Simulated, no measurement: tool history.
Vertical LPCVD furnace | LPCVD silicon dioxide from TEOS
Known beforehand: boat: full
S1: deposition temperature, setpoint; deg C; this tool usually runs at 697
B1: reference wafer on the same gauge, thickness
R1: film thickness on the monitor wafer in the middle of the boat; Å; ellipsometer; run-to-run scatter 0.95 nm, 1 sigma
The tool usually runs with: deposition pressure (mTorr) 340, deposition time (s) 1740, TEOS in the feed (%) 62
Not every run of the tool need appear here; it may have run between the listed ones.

{"run": 1, "hour": 0.0, "S1": 697, "deposition pressure (mTorr)": 340, "deposition time (s)": 1740, "TEOS in the feed (%)": 62, "B1": 218.64, "R1": 1852.6}
{"run": 2, "hour": 26.5, "S1": 697, "deposition pressure (mTorr)": 370, "deposition time (s)": 1740, "TEOS in the feed (%)": 62, "B1": 218.46, "R1": 1909.8}
{"run": 3, "hour": 59.8, "S1": 697, "deposition pressure (mTorr)": 370, "deposition time (s)": 1740, "TEOS in the feed (%)": 62, "B1": 218.34, "R1": 1919.7}
{"hour": 88.6, "done": "TEOS flow controller replaced"}
{"run": 4, "hour": 94.0, "S1": 697, "deposition pressure (mTorr)": 370, "deposition time (s)": 1740, "TEOS in the feed (%)": 62, "B1": 217.89, "R1": 1922}
{"run": 5, "hour": 117.9, "S1": 697, "deposition pressure (mTorr)": 340, "deposition time (s)": 1740, "TEOS in the feed (%)": 62, "B1": 217.61, "R1": 1827.5}
{"run": 6, "hour": 143.9, "S1": 697, "deposition pressure (mTorr)": 340, "deposition time (s)": 1740, "TEOS in the feed (%)": 67, "B1": 217.53, "R1": 1900.4}
{"hour": 189.8, "done": "thermocouples replaced and temperature profile calibrated"}
{"run": 7, "hour": 190.3, "S1": 697, "deposition pressure (mTorr)": 340, "deposition time (s)": 1740, "TEOS in the feed (%)": 67, "B1": 217.07, "R1": 1906.3}
{"run": 8, "hour": 202.4, "S1": 697, "deposition pressure (mTorr)": 340, "deposition time (s)": 1740, "TEOS in the feed (%)": 67, "B1": 216.99, "R1": 1907}
{"run": 9, "hour": 224.1, "S1": 697, "deposition pressure (mTorr)": 340, "deposition time (s)": 1740, "TEOS in the feed (%)": 62, "B1": 216.6, "R1": 1817.7}
{"run": 10, "hour": 238.9, "S1": 697, "deposition pressure (mTorr)": 340, "deposition time (s)": 1740, "TEOS in the feed (%)": 62, "B1": 216.4, "R1": 1810.8}
{"run": 11, "hour": 271.5, "S1": 697, "deposition pressure (mTorr)": 340, "deposition time (s)": 2040, "TEOS in the feed (%)": 62, "B1": 216.06, "R1": 2131.4}
{"run": 12, "hour": 302.7, "S1": 697, "deposition pressure (mTorr)": 340, "deposition time (s)": 1080, "TEOS in the feed (%)": 62, "B1": 215.57, "R1": 1121.3}
{"run": 13, "hour": 320.6, "S1": 697, "deposition pressure (mTorr)": 280, "deposition time (s)": 2400, "TEOS in the feed (%)": 54, "B1": 215.31, "R1": 2116.9}
{"run": 14, "hour": 338.8, "S1": 690, "deposition pressure (mTorr)": 340, "deposition time (s)": 1740, "TEOS in the feed (%)": 62, "B1": 215.09, "R1": 1528.6}
{"run": 15, "hour": 366.3, "S1": 697, "deposition pressure (mTorr)": 380, "deposition time (s)": 2400, "TEOS in the feed (%)": 71, "B1": 214.84, "R1": 2826.4}
{"run": 16, "hour": 390.5, "S1": 697, "deposition pressure (mTorr)": 340, "deposition time (s)": 1740, "TEOS in the feed (%)": 62, "B1": 214.62, "R1": 1801.1}
{"run": 17, "hour": 424.3, "S1": 697, "deposition pressure (mTorr)": 385, "deposition time (s)": 1740, "TEOS in the feed (%)": 62, "B1": 213.99, "R1": 1913.6}
{"run": 18, "hour": 458.7, "S1": 697, "deposition pressure (mTorr)": 340, "deposition time (s)": 1740, "TEOS in the feed (%)": 62, "B1": 213.53, "R1": 1785.9}
{"run": 19, "hour": 473.7, "S1": 700, "deposition pressure (mTorr)": 365, "deposition time (s)": 1080, "TEOS in the feed (%)": 55, "B1": 213.37, "R1": 1169.8}
{"hour": 521.9, "done": "pressure gauge zeroed"}
{"run": 20, "hour": 522.4, "S1": 697, "deposition pressure (mTorr)": 400, "deposition time (s)": 1950, "TEOS in the feed (%)": 62, "B1": 212.64, "R1": 2177.7}
{"run": 21, "hour": 526.5, "S1": 697, "deposition pressure (mTorr)": 340, "deposition time (s)": 1740, "TEOS in the feed (%)": 62, "B1": 212.43, "R1": 1791}
{"run": 22, "hour": 552.3, "S1": 697, "deposition pressure (mTorr)": 340, "deposition time (s)": 1740, "TEOS in the feed (%)": 62, "B1": 212.17, "R1": 1776.8}
{"hour": 560.0, "done": "gauge calibrated"}
{"run": 23, "hour": 574.7, "S1": 697, "deposition pressure (mTorr)": 340, "deposition time (s)": 1740, "TEOS in the feed (%)": 62, "B1": 217.82, "R1": 1819.3}
{"run": 24, "hour": 632.0, "S1": 691, "deposition pressure (mTorr)": 365, "deposition time (s)": 1740, "TEOS in the feed (%)": 54, "B1": 217.72, "R1": 1532}
{"run": 25, "hour": 661.9, "S1": 700, "deposition pressure (mTorr)": 425, "deposition time (s)": 1740, "TEOS in the feed (%)": 62, "B1": 217.76, "R1": 2187.8}
{"run": 26, "hour": 693.9, "S1": 697, "deposition pressure (mTorr)": 340, "deposition time (s)": 1740, "TEOS in the feed (%)": 62, "B1": 217.62, "R1": 1827.1}
{"run": 27, "hour": 796.7, "S1": 697, "deposition pressure (mTorr)": 275, "deposition time (s)": 1440, "TEOS in the feed (%)": 71, "B1": 217.3, "R1": 1463}
{"run": 28, "hour": 813.7, "S1": 697, "deposition pressure (mTorr)": 340, "deposition time (s)": 1350, "TEOS in the feed (%)": 62, "B1": 217.48, "R1": 1414}
{"run": 29, "hour": 848.1, "S1": 697, "deposition pressure (mTorr)": 390, "deposition time (s)": 1740, "TEOS in the feed (%)": 62, "B1": 217.22, "R1": 1946.7}
{"run": 30, "hour": 881.1, "S1": 700, "deposition pressure (mTorr)": 340, "deposition time (s)": 1740, "TEOS in the feed (%)": 73, "B1": 216.95, "R1": 2132.2}

Here are 5 independent what-if runs from the current tool condition. What would each one return?
{"run": "A", "hour": 885.3, "S1": 697, "deposition pressure (mTorr)": 340, "deposition time (s)": 1740, "TEOS in the feed (%)": 62, "B1": "?", "R1": "?"}
{"run": "B", "hour": 885.3, "S1": 686, "deposition pressure (mTorr)": 405, "deposition time (s)": 1740, "TEOS in the feed (%)": 54, "B1": "?", "R1": "?"}
{"run": "C", "hour": 885.3, "S1": 708, "deposition pressure (mTorr)": 405, "deposition time (s)": 1440, "TEOS in the feed (%)": 62, "B1": "?", "R1": "?"}
{"run": "D", "hour": 885.3, "S1": 703, "deposition pressure (mTorr)": 340, "deposition time (s)": 2280, "TEOS in the feed (%)": 62, "B1": "?", "R1": "?"}
{"run": "E", "hour": 885.3, "S1": 693, "deposition pressure (mTorr)": 265, "deposition time (s)": 1110, "TEOS in the feed (%)": 71, "B1": "?", "R1": "?"}

run=A B1=216.87 R1=1817.7
run=B B1=216.87 R1=1426.9
run=C B1=216.87 R1=2117.7
run=D B1=216.87 R1=2738.5
run=E B1=216.87 R1=997.2
Take away the tool's hidden state, keep each run's random variation, and the runs would have read:
run=A R1=1826.9
run=B R1=1434.1
run=C R1=2128.4
run=D R1=2752.3
run=E R1=1002.2

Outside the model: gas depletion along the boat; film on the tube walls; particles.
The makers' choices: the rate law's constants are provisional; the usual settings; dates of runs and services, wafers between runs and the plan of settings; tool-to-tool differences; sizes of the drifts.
